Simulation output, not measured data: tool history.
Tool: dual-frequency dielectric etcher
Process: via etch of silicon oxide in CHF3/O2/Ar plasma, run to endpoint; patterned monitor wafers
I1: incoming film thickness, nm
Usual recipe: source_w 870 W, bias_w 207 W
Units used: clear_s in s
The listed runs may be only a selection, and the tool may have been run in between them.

{"run": 1, "hour": 0.0, "source_w": 870, "bias_w": 220, "I1": 391.8, "clear_s": 163.7}
{"hour": 3.4, "done": "wet clean of the chamber"}
{"run": 2, "hour": 39.3, "source_w": 870, "bias_w": 220, "I1": 393.1, "clear_s": 156.6}
{"run": 3, "hour": 67.5, "source_w": 870, "bias_w": 220, "I1": 392.2, "clear_s": 157.2}
{"run": 4, "hour": 136.9, "source_w": 870, "bias_w": 169, "I1": 392.9, "clear_s": 176.9}
{"run": 5, "hour": 198.4, "source_w": 870, "bias_w": 169, "I1": 396.8, "clear_s": 181.1}
{"run": 6, "hour": 255.9, "source_w": 870, "bias_w": 169, "I1": 393.9, "clear_s": 179}
{"run": 7, "hour": 318.4, "source_w": 1030, "bias_w": 207, "I1": 394.8, "clear_s": 151.1}
{"hour": 338.6, "done": "source power generator calibrated"}
{"run": 8, "hour": 348.6, "source_w": 1030, "bias_w": 207, "I1": 394.3, "clear_s": 156.2}
{"run": 9, "hour": 383.5, "source_w": 1030, "bias_w": 207, "I1": 392.1, "clear_s": 154.6}
{"hour": 452.6, "done": "wet clean of the chamber"}
{"run": 10, "hour": 453.1, "source_w": 870, "bias_w": 207, "I1": 390.4, "clear_s": 160.6}
{"run": 11, "hour": 465.2, "source_w": 870, "bias_w": 189, "I1": 394, "clear_s": 170.1}
{"run": 12, "hour": 515.1, "source_w": 700, "bias_w": 161, "I1": 392.9, "clear_s": 198.4}
{"run": 13, "hour": 586.4, "source_w": 990, "bias_w": 229, "I1": 394.6, "clear_s": 147.2}
{"hour": 615.1, "done": "bias power generator calibrated"}
{"hour": 616.7, "done": "upper electrode replaced"}
{"run": 14, "hour": 632.5, "source_w": 690, "bias_w": 207, "I1": 390, "clear_s": 182.1}
{"run": 15, "hour": 701.5, "source_w": 870, "bias_w": 207, "I1": 392.1, "clear_s": 164.6}
{"run": 16, "hour": 740.2, "source_w": 740, "bias_w": 220, "I1": 392.1, "clear_s": 171.8}

Forecast run 17:
{"run": 17, "hour": 777.4, "source_w": 870, "bias_w": 177, "I1": 392.4, "clear_s": "?"}

{"run 17": {"clear_s": 176.5}}
Without the tool's hidden state the same run would have given clear_s 170.7 s.
